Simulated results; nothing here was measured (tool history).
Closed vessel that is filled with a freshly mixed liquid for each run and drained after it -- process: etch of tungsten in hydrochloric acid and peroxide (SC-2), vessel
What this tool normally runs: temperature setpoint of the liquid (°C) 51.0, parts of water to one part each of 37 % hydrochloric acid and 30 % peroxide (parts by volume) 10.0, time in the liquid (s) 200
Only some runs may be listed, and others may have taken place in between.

run   hour  temperature setpoint of the liquid (°C)  parts of water to one part each of 37 % hydrochloric acid and 30 % peroxide (parts by volume)  time in the liquid (s)  wafers since the last listed run  hours since the thermometer was replaced  hours since the chemicals flow meter was replaced  hours since the drum of peroxide was connected  hours since the gauge calibration  read-back film thickness of the tungsten reference wafer, read on the same gauge (nm)  thickness taken off the tungsten on a monitor wafer (nm)
  1    0.0                                     55.5                                                                                           10.0                     230                                 0                                     383.0                                               21.3                                           765.7                              272.5                                                                                  79.76                                                     63.67
  2   22.3                                     55.5                                                                                           10.0                     230                              2174                                     405.3                                               43.6                                           788.0                              294.8                                                                                  79.73                                                     63.52
  3   37.0                                     51.0                                                                                           10.0                     200                              1433                                     420.0                                               58.3                                           802.7                              309.5                                                                                  79.69                                                     41.13
  4   59.2                                     51.0                                                                                           10.0                     200                              2165                                     442.2                                               80.5                                           824.9                              331.7                                                                                  79.64                                                     41.27
  5   80.5                                     51.0                                                                                           10.0                     200                              2077                                     463.5                                              101.8                                           846.2                              353.0                                                                                  79.58                                                     41.04
  6  104.2                                     51.0                                                                                           10.0                     200                              2311                                     487.2                                              125.5                                           869.9                              376.7                                                                                  79.46                                                     40.91
     111.9  -- thermometer replaced
  7  139.9                                     51.0                                                                                           10.0                     200                              3384                                      28.0                                              161.2                                           905.6                              412.4                                                                                  79.30                                                     41.19
  8  152.0                                     51.0                                                                                           10.0                     200                              1180                                      40.1                                              173.3                                           917.7                              424.5                                                                                  79.27                                                     40.81
  9  181.7                                     42.0                                                                                            7.5                     165                              2896                                      69.8                                              203.0                                           947.4                              454.2                                                                                  79.17                                                     23.12
     183.2  -- new drum of peroxide connected
 10  208.1                                     51.0                                                                                            8.5                     300                              2477                                      96.2                                              229.4                                            24.9                              480.6                                                                                  79.03                                                     69.91
 11  236.8                                     56.0                                                                                           13.5                     260                              2799                                     124.9                                              258.1                                            53.6                              509.3                                                                                  78.88                                                     56.92
 12  251.2                                     51.0                                                                                            5.5                     285                              1404                                     139.3                                              272.5                                            68.0                              523.7                                                                                  78.82                                                     92.96
 13  263.5                                     47.5                                                                                           13.0                     255                              1199                                     151.6                                              284.8                                            80.3                              536.0                                                                                  78.72                                                     32.71
 14  292.1                                     55.5                                                                                           10.0                     200                              2789                                     180.2                                              313.4                                           108.9                              564.6                                                                                  78.56                                                     54.52
 15  325.7                                     61.0                                                                                           15.0                     200                              3277                                     213.8                                              347.0                                           142.5                              598.2                                                                                  78.39                                                     54.49
     327.3  -- gauge calibrated
 16  346.2                                     43.5                                                                                           10.0                     110                              1999                                     234.3                                              367.5                                           163.0                               18.9                                                                                  79.68                                                     13.60
 17  370.2                                     61.0                                                                                           15.0                     200                              2340                                     258.3                                              391.5                                           187.0                               42.9                                                                                  79.66                                                     55.75
 18  393.6                                     51.0                                                                                            5.5                     125                              2282                                     281.7                                              414.9                                           210.4                               66.3                                                                                  79.66                                                     41.33
 19  422.0                                     51.0                                                                                           10.0                     200                              2769                                     310.1                                              443.3                                           238.8                               94.7                                                                                  79.64                                                     41.37
 20  464.8                                     59.0                                                                                           10.0                     200                              4174                                     352.9                                              486.1                                           281.6                              137.5                                                                                  79.53                                                     68.95
 21  486.8                                     51.0                                                                                           10.0                     285                              2145                                     374.9                                              508.1                                           303.6                              159.5                                                                                  79.56                                                     59.09
 22  503.5                                     46.0                                                                                           11.5                     240                              1628                                     391.6                                              524.8                                           320.3                              176.2                                                                                  79.48                                                     31.47
 23  518.0                                     51.0                                                                                           10.0                     200                              1414                                     406.1                                              539.3                                           334.8                              190.7                                                                                  79.49                                                     41.02
 24  549.3                                     51.0                                                                                           10.0                     200                              3052                                     437.4                                              570.6                                           366.1                              222.0                                                                                  79.47                                                     41.03
 25  583.8                                     60.5                                                                                            7.0                     200                              3364                                     471.9                                              605.1                                           400.6                              256.5                                                                                  79.31                                                    100.94
 26  610.3                                     55.5                                                                                           13.5                     200                              2584                                     498.4                                              631.6                                           427.1                              283.0                                                                                  79.25                                                     42.60
 27  627.8                                     58.5                                                                                            8.5                     320                              1706                                     515.9                                              649.1                                           444.6                              300.5                                                                                  79.22                                                    121.31
 28  672.6                                     51.0                                                                                            7.5                     200                              4369                                     560.7                                              693.9                                           489.4                              345.3                                                                                  79.08                                                     51.50
 29  695.5                                     51.0                                                                                           10.0                     105                              2233                                     583.6                                              716.8                                           512.3                              368.2                                                                                  78.99                                                     21.52
 30  718.2                                     61.0                                                                                           15.0                     200                              2213                                     606.3                                              739.5                                           535.0                              390.9                                                                                  78.88                                                     55.23
     732.7  -- thermometer replaced
 31  744.6                                     51.0                                                                                           10.0                     200                              2477                                      11.9                                              765.9                                           561.4                              417.3                                                                                  78.85                                                     40.73

Below, each run's measurement less what the same run would have read without the hidden state. Both values contain the same run-to-run variation, but the gauge's scatter may not be the same in both:
Hidden state at play: liquid colder than its thermometer reads (K); chemicals flow below the setpoint (%); peroxide weaker than its label (%); gauge reads high (%).
run  thickness taken off the tungsten on a monitor wafer (nm)
  1                                                     -0.16
  2                                                     -0.20
  3                                                     -0.16
  4                                                     -0.19
  5                                                     -0.23
  6                                                     -0.27
  7                                                     -0.35
  8                                                     -0.37
  9                                                     -0.25
 10                                                     -0.87
 11                                                     -0.81
 12                                                     -1.41
 13                                                     -0.52
 14                                                     -0.98
 15                                                     -1.12
 16                                                     -0.06
 17                                                     -0.24
 18                                                     -0.18
 19                                                     -0.20
 20                                                     -0.38
 21                                                     -0.34
 22                                                     -0.20
 23                                                     -0.27
 24                                                     -0.30
 25                                                     -0.85
 26                                                     -0.39
 27                                                     -1.21
 28                                                     -0.61
 29                                                     -0.28
 30                                                     -0.77
 31                                                     -0.62

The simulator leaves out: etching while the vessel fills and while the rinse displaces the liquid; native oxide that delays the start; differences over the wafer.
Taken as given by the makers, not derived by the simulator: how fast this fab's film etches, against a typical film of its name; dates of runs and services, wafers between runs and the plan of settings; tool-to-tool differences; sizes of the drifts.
